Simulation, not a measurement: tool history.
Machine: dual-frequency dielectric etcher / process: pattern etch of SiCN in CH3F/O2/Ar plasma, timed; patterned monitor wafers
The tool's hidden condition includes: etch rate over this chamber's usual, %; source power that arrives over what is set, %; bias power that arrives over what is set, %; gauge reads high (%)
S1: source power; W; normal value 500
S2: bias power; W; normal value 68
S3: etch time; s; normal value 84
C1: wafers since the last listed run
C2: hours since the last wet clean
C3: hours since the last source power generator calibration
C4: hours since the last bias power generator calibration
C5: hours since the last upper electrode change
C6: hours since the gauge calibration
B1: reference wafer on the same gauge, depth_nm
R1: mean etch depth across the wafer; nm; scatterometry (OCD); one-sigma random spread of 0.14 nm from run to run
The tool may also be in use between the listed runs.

run,hour,S1,S2,S3,C1,C2,C3,C4,C5,C6,B1,R1
1,0,500,68,100,0,358.8,3230.1,991.6,1420.2,2394.2,39.7,38.83
2,30.7,500,68,100,220,389.5,3260.8,1022.3,1450.9,2424.9,39.73,38.54
3,67.2,500,68,84,262,426,3297.3,1058.8,1487.4,2461.4,39.72,32.14
# hour 191.2: wet clean of the chamber
# hour 195.5: gauge calibrated
4,200.5,500,68,84,785,9.3,3430.6,1192.1,1620.7,5,39.68,33.15
5,253.1,500,68,84,377,61.9,3483.2,1244.7,1673.3,57.6,39.71,32.91
6,281.8,500,68,84,206,90.6,3511.9,1273.4,1702,86.3,39.75,32.88
7,307,500,68,84,181,115.8,3537.1,1298.6,1727.2,111.5,39.72,32.75
8,358.3,400,55,69.5,368,167.1,3588.4,1349.9,1778.5,162.8,39.61,22.68
9,406,500,68,95.5,342,214.8,3636.1,1397.6,1826.2,210.5,39.68,37.11
# hour 577.1: upper electrode replaced
10,585.7,500,68,84,1118,394.5,3815.8,1577.3,8.6,390.2,39.63,32.2
11,630.8,500,68,84,324,439.6,3860.9,1622.4,53.7,435.3,39.69,31.86
# hour 649.6: bias power generator calibrated
# hour 687.7: wet clean of the chamber
12,688.2,500,77,84,211,0.5,3918.3,38.6,111.1,492.7,39.72,35.31
13,782.3,600,62,62,676,94.6,4012.4,132.7,205.2,586.8,39.68,25.3
14,837.9,590,68,76,399,150.2,4068,188.3,260.8,642.4,39.72,31.97
15,906.9,380,72,96,495,219.2,4137,257.3,329.8,711.4,39.69,34.35
16,971.3,610,68,84,462,283.6,4201.4,321.7,394.2,775.8,39.73,35.08
17,1009.2,410,68,84,272,321.5,4239.3,359.6,432.1,813.7,39.69,30.2
18,1057.7,500,68,70,348,370,4287.8,408.1,480.6,862.2,39.69,27.16
19,1083,500,56,107.5,181,395.3,4313.1,433.4,505.9,887.5,39.72,38.24
20,1124.5,500,75,73.5,298,436.8,4354.6,474.9,547.4,929,39.67,29.56
21,1180.4,430,63,84,401,492.7,4410.5,530.8,603.3,984.9,39.71,29.38
# hour 1189: source power generator calibrated
# hour 1243.8: wet clean of the chamber
22,1244.3,500,68,84,257,0.5,55.3,594.7,667.2,1048.8,39.69,33.44
23,1287.9,500,68,84,313,44.1,98.9,638.3,710.8,1092.4,39.63,33.29
24,1331.7,430,76,60,314,87.9,142.7,682.1,754.6,1136.2,39.79,23.51
25,1392.5,380,80,63,436,148.7,203.5,742.9,815.4,1197,39.72,23.77
26,1424.2,500,68,84,227,180.4,235.2,774.6,847.1,1228.7,39.77,32.99
27,1450.2,500,68,84,186,206.4,261.2,800.6,873.1,1254.7,39.72,32.67
28,1516.4,620,68,84,475,272.6,327.4,866.8,939.3,1320.9,39.67,35.98
29,1582.7,580,55,70,476,338.9,393.7,933.1,1005.6,1387.2,39.68,26.41
30,1648.3,440,74,104.5,471,404.5,459.3,998.7,1071.2,1452.8,39.76,39.71
31,1681.2,390,68,84,236,437.4,492.2,1031.6,1104.1,1485.7,39.68,29.57

Below, some changes in R1 between adjacent runs. For each, the amount present without the hidden state too (settings, incoming material, random variation) and the amount remaining for the hidden state with gauge scatter not shared by both compared results:
Run 3 -> 4: wet clean of the chamber, gauge calibrated. R1 +1.01 nm: hidden state +0.8, all else +0.21.
Run 8 -> 9: S1 400 -> 500, S2 55 -> 68, S3 69.5 -> 95.5. R1 +14.43 nm: hidden state -0.43, all else +14.86.
Run 11 -> 12: S2 68 -> 77, bias power generator calibrated, wet clean of the chamber. R1 +3.45 nm: hidden state +1.39, all else +2.06.
Run 18 -> 19: S2 68 -> 56, S3 70 -> 107.5. R1 +11.08 nm: hidden state -0.37, all else +11.45.
Run 21 -> 22: S1 430 -> 500, S2 63 -> 68, source power generator calibrated, wet clean of the chamber. R1 +4.06 nm: hidden state +1.16, all else +2.9.
Run 29 -> 30: S1 580 -> 440, S2 55 -> 74, S3 70 -> 104.5. R1 +13.3 nm: hidden state -0.54, all else +13.84.
